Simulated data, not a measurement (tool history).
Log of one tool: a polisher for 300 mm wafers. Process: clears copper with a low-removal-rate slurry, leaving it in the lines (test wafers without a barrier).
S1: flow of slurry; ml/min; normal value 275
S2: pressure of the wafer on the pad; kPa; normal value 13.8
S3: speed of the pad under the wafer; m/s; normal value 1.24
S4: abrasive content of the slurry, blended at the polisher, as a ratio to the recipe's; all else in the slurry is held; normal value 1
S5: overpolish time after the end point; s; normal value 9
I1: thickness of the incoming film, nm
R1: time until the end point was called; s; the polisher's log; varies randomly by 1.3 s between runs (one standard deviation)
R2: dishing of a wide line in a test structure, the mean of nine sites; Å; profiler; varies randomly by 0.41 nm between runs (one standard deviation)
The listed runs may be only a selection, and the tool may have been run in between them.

run,hour,S1,S2,S3,S4,S5,I1,R1,R2
1,0,275,13.8,1,1,9,301.2,117.7,174
# hour 25.5: slurry blender recalibrated
# hour 31.5: worn pad replaced by a new one
2,62.2,275,13.8,1.24,1.15,9,299.6,99,207
3,93.3,275,13.8,1.24,1,9,301,101.8,201
4,165.2,275,13.8,1.24,1,9,296.3,101.8,189
# hour 208.4: slurry nozzle cleaned
5,214.6,275,13.8,1.24,1,9,297.4,97.9,192
6,241.5,275,13.8,1.24,1,9,304.4,102.6,196
7,266.4,275,13.8,1.24,1,9,303.2,100.8,195
# hour 335.5: worn pad replaced by a new one
8,336.2,275,13.8,1.24,1,9,302,102.7,198
# hour 362.8: slurry blender recalibrated
9,400.7,275,13.8,1.24,1,9,302.8,100.7,205
10,466,275,13.8,1.24,1,9,300.8,103,199
11,494.9,275,13.8,1.24,1,9,301.7,100,193
12,555,275,13.8,1.24,1,9,301.5,102.3,193
# hour 583.6: worn pad replaced by a new one
13,603.5,345,13.8,1.06,1,9,297.8,110.7,185
14,653.9,310,13.8,1.24,1,9,297.7,100.6,204
15,711.5,320,15.9,1.24,1,9,303.4,89.4,226
# hour 714.9: head pressure recalibrated
# hour 739.1: slurry blender recalibrated
# hour 768.8: slurry nozzle cleaned
# hour 869.6: worn pad replaced by a new one, of another model than before
16,923.7,275,13.8,1.24,1,9,305.5,111.1,190
17,969.2,275,13.8,1.24,1,9,300.5,107,189
18,1021.4,200,17.2,0.84,0.8,9,299.8,151.7,138

Run 19 is up next; what results do you expect?
# hour 1043.3: slurry blender recalibrated
# hour 1100: worn pad replaced by a new one
19,1110.8,275,13.8,1.54,1.2,11,299.9,?,?

{"run 19": {"R1": 79.8, "R2": 276}}
Take away the tool's hidden state, keep the run-to-run variation as it was, and the same run would have given R1 81.7 s, R2 270 Å.

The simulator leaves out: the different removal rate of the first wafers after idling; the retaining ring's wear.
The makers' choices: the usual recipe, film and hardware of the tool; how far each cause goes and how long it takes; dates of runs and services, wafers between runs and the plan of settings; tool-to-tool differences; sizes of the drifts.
